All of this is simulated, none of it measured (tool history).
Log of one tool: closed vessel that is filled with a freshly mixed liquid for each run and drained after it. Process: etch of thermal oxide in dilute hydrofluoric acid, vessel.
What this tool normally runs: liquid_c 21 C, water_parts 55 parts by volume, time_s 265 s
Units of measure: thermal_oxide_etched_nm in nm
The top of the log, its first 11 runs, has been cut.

| run | hour | liquid_c | water_parts | time_s | read-back film thickness of the thermal oxide reference wafer, read on the same gauge (nm) | thermal_oxide_etched_nm |
|---|---|---|---|---|---|---|
|  | 548.5 | thermometer replaced |
|  | 648.3 | hydrofluoric acid flow meter replaced |
| 12 | 654.6 | 21 | 55 | 265 | 119.99 | 20.86 |
| 13 | 689.3 | 21 | 55 | 265 | 120 | 20.98 |
| 14 | 725.9 | 21 | 55 | 265 | 119.98 | 21.37 |
|  | 729.9 | gauge calibrated |
| 15 | 762.8 | 21 | 55 | 265 | 119.99 | 21.37 |
| 16 | 826.7 | 18.5 | 55 | 265 | 119.99 | 19.22 |
| 17 | 866.7 | 21 | 60 | 265 | 120.01 | 19.85 |
| 18 | 901.8 | 19 | 30 | 265 | 119.98 | 38.15 |
| 19 | 979.8 | 17 | 80 | 165 | 120.02 | 7.68 |
| 20 | 1032.7 | 23.5 | 35 | 140 | 120 | 20.71 |
| 21 | 1164.2 | 21 | 55 | 220 | 120 | 18.33 |
| 22 | 1234.5 | 21 | 60 | 265 | 120.01 | 19.79 |
| 23 | 1274.2 | 17 | 80 | 265 | 120 | 12.51 |
| 24 | 1299.9 | 21 | 55 | 265 | 119.99 | 22.15 |
| 25 | 1367.9 | 21 | 55 | 135 | 119.98 | 11.32 |
|  | 1376.9 | thermometer replaced |
| 26 | 1419.9 | 21 | 55 | 420 | 120.01 | 33.59 |
| 27 | 1466.3 | 21 | 85 | 190 | 120.01 | 9.44 |
| 28 | 1535.2 | 24.5 | 55 | 135 | 119.99 | 12.6 |
| 29 | 1574.2 | 17.5 | 35 | 140 | 120.01 | 15.62 |
| 30 | 1623.1 | 24 | 35 | 380 | 120.01 | 55.66 |
| 31 | 1657.3 | 21 | 55 | 265 | 120.02 | 21.34 |
| 32 | 1702 | 17.5 | 45 | 345 | 119.98 | 29.68 |

Alternative continuations, all from the tool just after run 32; predict every row:
| A | 1702.7 | 21 | 55 | 265 | ? | ? |
| B | 1702.7 | 25.5 | 55 | 265 | ? | ? |
| C | 1702.7 | 24 | 70 | 370 | ? | ? |
| D | 1702.7 | 17 | 55 | 265 | ? | ? |
| E | 1702.7 | 24 | 55 | 265 | ? | ? |

| run | read-back film thickness of the thermal oxide reference wafer, read on the same gauge (nm) | thermal_oxide_etched_nm |
|---|---|---|
| A | 120 | 21.28 |
| B | 120 | 25.61 |
| C | 120 | 25.91 |
| D | 120 | 17.96 |
| E | 120 | 24.09 |
Without the tool's hidden state the same runs would have given:
| run | thermal_oxide_etched_nm |
|---|---|
| A | 20.85 |
| B | 25.1 |
| C | 25.41 |
| D | 17.58 |
| E | 23.62 |
